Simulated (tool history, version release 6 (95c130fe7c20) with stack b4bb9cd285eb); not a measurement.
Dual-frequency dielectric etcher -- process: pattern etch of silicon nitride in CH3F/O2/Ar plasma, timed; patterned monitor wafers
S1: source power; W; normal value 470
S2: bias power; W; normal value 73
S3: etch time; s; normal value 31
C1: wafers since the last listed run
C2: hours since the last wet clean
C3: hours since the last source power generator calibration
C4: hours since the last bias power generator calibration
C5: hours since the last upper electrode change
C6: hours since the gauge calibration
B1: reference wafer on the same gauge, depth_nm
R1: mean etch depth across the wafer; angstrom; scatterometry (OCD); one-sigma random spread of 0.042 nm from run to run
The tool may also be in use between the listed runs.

run   hour   S1  S2    S3   C1     C2      C3      C4      C5     C6     B1     R1
  1      0  470  73    31    0   68.6  4405.7    1409  2440.5  127.1   20.1  201.9
  2   41.8  470  73    31  649  110.4  4447.5  1450.8  2482.3  168.9   20.1  200.8
  3  102.8  470  73    31  948  171.4  4508.5  1511.8  2543.3  229.9   20.1  200.9
  4  130.1  470  73    31  424  198.7  4535.8  1539.1  2570.6  257.2  20.09  200.7
  5  158.7  470  73    31  444  227.3  4564.4  1567.7  2599.2  285.8  20.09  199.5
  6  219.7  470  73    31  948  288.3  4625.4  1628.7  2660.2  346.8   20.1  199.5
     249.2  -- upper electrode replaced
  7    260  470  73    31  253  328.6  4665.7    1669    10.8  387.1  20.08  199.2
     262.7  -- gauge calibrated
  8  300.9  470  73    23  635  369.5  4706.6  1709.9    51.7   38.2   20.1  147.5
     333.9  -- source power generator calibrated
     338.2  -- wet clean of the chamber
  9  338.7  470  68    31  457    0.5     4.8  1747.7    89.5     76  20.09  203.2
 10    368  470  73    31  455   29.8    34.1    1777   118.8  105.3  20.12  207.8
     377.6  -- bias power generator calibrated
 11  413.2  430  73    31  640     75    79.3    35.6     164  150.5  20.11  197.9
     448.5  -- wet clean of the chamber, repeated, since the last time left the tool worse
 12  466.1  470  73  34.5  449   17.6   132.2    88.5   216.9  203.4   20.1  224.2
 13  496.7  470  73    31  475   48.2   162.8   119.1   247.5    234   20.1  201.1
 14  544.4  570  73    31  741   95.9   210.5   166.8   295.2  281.7   20.1  220.1
 15  571.1  470  80    31  415  122.6   237.2   193.5   321.9  308.4   20.1  205.6

What the log doesn't show, run by run:
source power that arrives over what is set, %: 0 in every run
bias power that arrives over what is set, %: 0 in every run
gauge reads high (%): 0 in every run
H1: etch rate over this chamber's usual, %
run      H1
  1  -0.156
  2   -0.34
  3  -0.608
  4  -0.728
  5  -0.854
  6   -1.12
  7    -1.3
  8   -1.48
  9    2.98
 10    2.85
 11    2.65
 12  -0.178
 13  -0.312
 14  -0.522
 15  -0.639

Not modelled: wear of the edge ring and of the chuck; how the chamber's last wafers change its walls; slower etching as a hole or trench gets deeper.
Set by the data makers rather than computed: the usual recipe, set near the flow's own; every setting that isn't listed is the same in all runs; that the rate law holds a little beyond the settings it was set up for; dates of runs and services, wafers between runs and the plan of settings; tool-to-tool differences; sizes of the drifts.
